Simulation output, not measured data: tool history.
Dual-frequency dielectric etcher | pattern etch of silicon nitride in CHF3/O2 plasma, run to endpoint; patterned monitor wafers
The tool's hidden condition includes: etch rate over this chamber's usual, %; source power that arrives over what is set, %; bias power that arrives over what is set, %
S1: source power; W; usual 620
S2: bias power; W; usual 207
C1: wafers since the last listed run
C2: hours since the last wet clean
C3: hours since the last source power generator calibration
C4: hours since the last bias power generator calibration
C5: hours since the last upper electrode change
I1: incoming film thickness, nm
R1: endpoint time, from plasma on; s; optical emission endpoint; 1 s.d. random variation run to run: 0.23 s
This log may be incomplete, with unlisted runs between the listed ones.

Run 1, day 0: usual settings but S1 590 W, S2 229 W; C1 0; C2 184.6; C3 963.2; C4 1799.6; C5 3734.4; I1 91.7. Result: R1 56.6 s.
Run 2, day 3.433: usual settings but S1 590 W, S2 229 W; C1 692; C2 267; C3 1045.6; C4 1882; C5 3816.8; I1 90.1. Result: R1 55.6 s.
Run 3, day 7.642: usual settings; C1 848; C2 368; C3 1146.6; C4 1983; C5 3917.8; I1 92. Result: R1 59.5 s.
At day 11.454: wet clean of the chamber.
Run 4, day 15.658: usual settings; C1 1414; C2 100.9; C3 1339; C4 2175.4; C5 4110.2; I1 90.6. Result: R1 57.1 s.
Run 5, day 19.942: usual settings; C1 863; C2 203.7; C3 1441.8; C4 2278.2; C5 4213; I1 90. Result: R1 57.4 s.
Run 6, day 26.375: usual settings; C1 1296; C2 358.1; C3 1596.2; C4 2432.6; C5 4367.4; I1 90.5. Result: R1 58.4 s.
Run 7, day 28.117: usual settings but S1 690 W; C1 351; C2 399.9; C3 1638; C4 2474.4; C5 4409.2; I1 91.1. Result: R1 57.5 s.
Run 8, day 31.729: usual settings but S1 690 W; C1 728; C2 486.6; C3 1724.7; C4 2561.1; C5 4495.9; I1 91.3. Result: R1 58.1 s.
At day 33.829: bias power generator calibrated.
At day 35.579: wet clean of the chamber.
Run 9, day 36.083: usual settings but S1 690 W; C1 642; C2 12.1; C3 1829.2; C4 54.1; C5 4600.4; I1 90.4. Result: R1 54.7 s.
Run 10, day 38.792: usual settings but S1 740 W; C1 545; C2 77.1; C3 1894.2; C4 119.1; C5 4665.4; I1 90.4. Result: R1 53.7 s.
Run 11, day 41.267: usual settings but S1 740 W; C1 498; C2 136.5; C3 1953.6; C4 178.5; C5 4724.8; I1 91. Result: R1 54.4 s.
Run 12, day 43.758: usual settings but S1 490 W; C1 502; C2 196.3; C3 2013.4; C4 238.3; C5 4784.6; I1 90.6. Result: R1 60.9 s.
Run 13, day 45.504: usual settings; C1 351; C2 238.2; C3 2055.3; C4 280.2; C5 4826.5; I1 91.4. Result: R1 58 s.
Run 14, day 47.85: usual settings; C1 472; C2 294.5; C3 2111.6; C4 336.5; C5 4882.8; I1 90.9. Result: R1 57.9 s.
Run 15, day 49.371: usual settings but S1 540 W; C1 306; C2 331; C3 2148.1; C4 373; C5 4919.3; I1 92.3. Result: R1 61.7 s.
Run 16, day 51.804: usual settings; C1 490; C2 389.4; C3 2206.5; C4 431.4; C5 4977.7; I1 90.9. Result: R1 58.3 s.
Run 17, day 56.158: usual settings but S1 690 W, S2 160 W; C1 877; C2 493.9; C3 2311; C4 535.9; C5 5082.2; I1 91.2. Result: R1 65.1 s.
At day 58.583: source power generator calibrated.
At day 59.175: wet clean of the chamber.
Run 18, day 59.196: usual settings; C1 459; C2 0.5; C3 14.7; C4 608.8; C5 5155.1; I1 90.8. Result: R1 55.6 s.
At day 65.808: upper electrode replaced.
Run 19, day 66.342: usual settings but S1 520 W; C1 1238; C2 172; C3 186.2; C4 780.3; C5 12.8; I1 90.7. Result: R1 60.1 s.
Run 20, day 69.588: usual settings; C1 654; C2 249.9; C3 264.1; C4 858.2; C5 90.7; I1 91.4. Result: R1 58.1 s.
Run 21, day 73.254: usual settings but S1 490 W, S2 164 W; C1 739; C2 337.9; C3 352.1; C4 946.2; C5 178.7; I1 91.8. Result: R1 69.9 s.
Run 22, day 75.996: usual settings; C1 552; C2 403.7; C3 417.9; C4 1012; C5 244.5; I1 91. Result: R1 58.6 s.
At day 80.283: wet clean of the chamber.
Run 23, day 80.446: usual settings but S2 225 W; C1 695; C2 3.9; C3 524.7; C4 1118.8; C5 351.3; I1 91.1. Result: R1 54.5 s.
Run 24, day 82.217: usual settings; C1 356; C2 46.4; C3 567.2; C4 1161.3; C5 393.8; I1 91. Result: R1 56.9 s.
Run 25, day 85.467: usual settings but S1 680 W, S2 177 W; C1 655; C2 124.4; C3 645.2; C4 1239.3; C5 471.8; I1 90.6. Result: R1 60 s.
Run 26, day 88.579: usual settings but S2 230 W; C1 627; C2 199.1; C3 719.9; C4 1314; C5 546.5; I1 90.4. Result: R1 55 s.
Run 27, day 91.221: usual settings but S1 480 W, S2 167 W; C1 532; C2 262.5; C3 783.3; C4 1377.4; C5 609.9; I1 91.1. Result: R1 69.4 s.
Run 28, day 95.188: usual settings but S1 550 W; C1 799; C2 357.7; C3 878.5; C4 1472.6; C5 705.1; I1 92.1. Result: R1 61.8 s.
Run 29, day 96.717: usual settings but S2 242 W; C1 308; C2 394.4; C3 915.2; C4 1509.3; C5 741.8; I1 91.3. Result: R1 55.5 s.
Run 30, day 98.588: usual settings; C1 377; C2 439.3; C3 960.1; C4 1554.2; C5 786.7; I1 90.5. Result: R1 59 s.
At day 100.312: wet clean of the chamber.
Run 31, day 101.479: usual settings but S1 470 W; C1 381; C2 28; C3 1029.5; C4 1623.6; C5 856.1; I1 90.3. Result: R1 60.9 s.
Run 32, day 103.108: usual settings but S1 710 W, S2 257 W; C1 328; C2 67.1; C3 1068.6; C4 1662.7; C5 895.2; I1 91.6. Result: R1 49.7 s.
Run 33, day 106.962: usual settings but S1 590 W, S2 229 W; C1 776; C2 159.6; C3 1161.1; C4 1755.2; C5 987.7; I1 91.8. Result: R1 56.1 s.

Measured less the same run without the tool's hidden state. The same run-to-run variation is in both; the gauge's scatter may not be:
run    R1
  1  +1.3
  2  +1.8
  3  +2.5
  4  +0.9
  5  +1.5
  6  +2.5
  7  +2.6
  8  +3.2
  9  +0.1
 10  +0.4
 11  +0.7
 12  +1.1
 13  +1.4
 14  +1.8
 15  +2.1
 16  +2.3
 17  +3.3
 18  -0.4
 19  +0.6
 20  +1.1
 21  +1.9
 22    +2
 23  +0.3
 24  +0.5
 25    +1
 26  +1.4
 27  +2.2
 28  +2.6
 29  +2.5
 30  +2.9
 31  +0.2
 32  +0.4
 33    +1

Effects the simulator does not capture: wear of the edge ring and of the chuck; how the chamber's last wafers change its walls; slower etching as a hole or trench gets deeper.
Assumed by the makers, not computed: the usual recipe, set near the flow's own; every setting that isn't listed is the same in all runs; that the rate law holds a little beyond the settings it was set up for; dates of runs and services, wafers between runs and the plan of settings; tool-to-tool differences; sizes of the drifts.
